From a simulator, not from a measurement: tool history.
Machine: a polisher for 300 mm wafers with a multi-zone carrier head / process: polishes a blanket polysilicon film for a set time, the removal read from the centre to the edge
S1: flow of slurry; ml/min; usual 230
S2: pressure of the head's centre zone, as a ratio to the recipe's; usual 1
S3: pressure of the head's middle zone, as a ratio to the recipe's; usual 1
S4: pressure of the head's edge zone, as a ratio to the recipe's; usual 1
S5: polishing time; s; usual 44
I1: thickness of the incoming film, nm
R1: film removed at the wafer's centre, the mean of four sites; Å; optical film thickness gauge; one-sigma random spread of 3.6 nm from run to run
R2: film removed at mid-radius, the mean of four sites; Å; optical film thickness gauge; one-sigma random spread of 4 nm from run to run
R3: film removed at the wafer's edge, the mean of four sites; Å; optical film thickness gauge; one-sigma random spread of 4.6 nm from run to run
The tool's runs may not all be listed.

Run 1, hour 0: usual settings but S5 37 s; I1 1328.3. Result: R1 3332 Å, R2 3431 Å, R3 3491 Å.
Run 2, hour 8.2: usual settings; I1 1333.9. Result: R1 3896 Å, R2 4048 Å, R3 4061 Å.
Run 3, hour 16.3: usual settings; I1 1330.4. Result: R1 3862 Å, R2 4053 Å, R3 4174 Å.
Run 4, hour 23.4: usual settings; I1 1306.8. Result: R1 3836 Å, R2 4064 Å, R3 4101 Å.
Run 5, hour 35.1: usual settings; I1 1328.6. Result: R1 3792 Å, R2 3956 Å, R3 4019 Å.
Run 6, hour 49.9: usual settings; I1 1327.1. Result: R1 3720 Å, R2 3865 Å, R3 3923 Å.
At hour 60.7: centre zone pressure recalibrated.
Run 7, hour 64.3: usual settings; I1 1315.9. Result: R1 3609 Å, R2 3861 Å, R3 3873 Å.
At hour 76.1: worn pad replaced by a new one.
Run 8, hour 76.6: usual settings but S5 33 s; I1 1330.6. Result: R1 2773 Å, R2 2955 Å, R3 2993 Å.
At hour 91.5: slurry nozzle cleaned.
Run 9, hour 92: usual settings but S1 180 ml/min, S4 0.94, S5 35 s; I1 1296.2. Result: R1 3242 Å, R2 3386 Å, R3 3298 Å.
At hour 100.9: carrier head's membrane replaced by a new one.
Run 10, hour 104.2: usual settings; I1 1308.5. Result: R1 4277 Å, R2 4404 Å, R3 4382 Å.
At hour 113.1: edge zone pressure recalibrated.
Run 11, hour 117.1: usual settings but S1 260 ml/min, S5 36 s; I1 1332.9. Result: R1 3589 Å, R2 3673 Å, R3 3554 Å.
Run 12, hour 134.1: usual settings but S4 0.9; I1 1294.1. Result: R1 4262 Å, R2 4438 Å, R3 4120 Å.
At hour 145.7: worn pad replaced by a new one.
Run 13, hour 147.7: usual settings but S1 250 ml/min, S3 1.05, S4 1.06, S5 48 s; I1 1319.4. Result: R1 4816 Å, R2 5152 Å, R3 5034 Å.
Run 14, hour 160.7: usual settings but S1 185 ml/min, S2 1.05, S4 0.9; I1 1306. Result: R1 4455 Å, R2 4362 Å, R3 4044 Å.
Run 15, hour 173.9: usual settings but S2 0.92, S4 1.08; I1 1302.9. Result: R1 3957 Å, R2 4511 Å, R3 4573 Å.
Run 16, hour 182.1: usual settings but S5 37 s; I1 1321.2. Result: R1 3642 Å, R2 3688 Å, R3 3678 Å.
Run 17, hour 197.2: usual settings but S1 280 ml/min, S2 1.04, S3 1.12, S5 50 s; I1 1318.9. Result: R1 5149 Å, R2 5621 Å, R3 5144 Å.

Below are 4 alternative next runs, each starting from the tool's condition after run 17. Predict each:
Run A, hour 197.6: usual settings but S4 0.93; I1 1319.6. Result: R1 ?, R2 ?, R3 ?.
Run B, hour 197.6: usual settings but S1 260 ml/min, S4 0.93, S5 30 s; I1 1319.6. Result: R1 ?, R2 ?, R3 ?.
Run C, hour 197.6: usual settings but S3 0.96, S5 29 s; I1 1319.6. Result: R1 ?, R2 ?, R3 ?.
Run D, hour 197.6: usual settings but S3 1.04; I1 1319.6. Result: R1 ?, R2 ?, R3 ?.

run    R1    R2    R3
  A  4235  4409  4187
  B  2939  3055  2890
  C  2790  2807  2858
  D  4236  4557  4332
Take away the tool's hidden state, keep each run's random variation, and the runs would have read:
run    R1    R2    R3
  A  4340  4517  4288
  B  3011  3129  2959
  C  2860  2877  2927
  D  4341  4669  4436
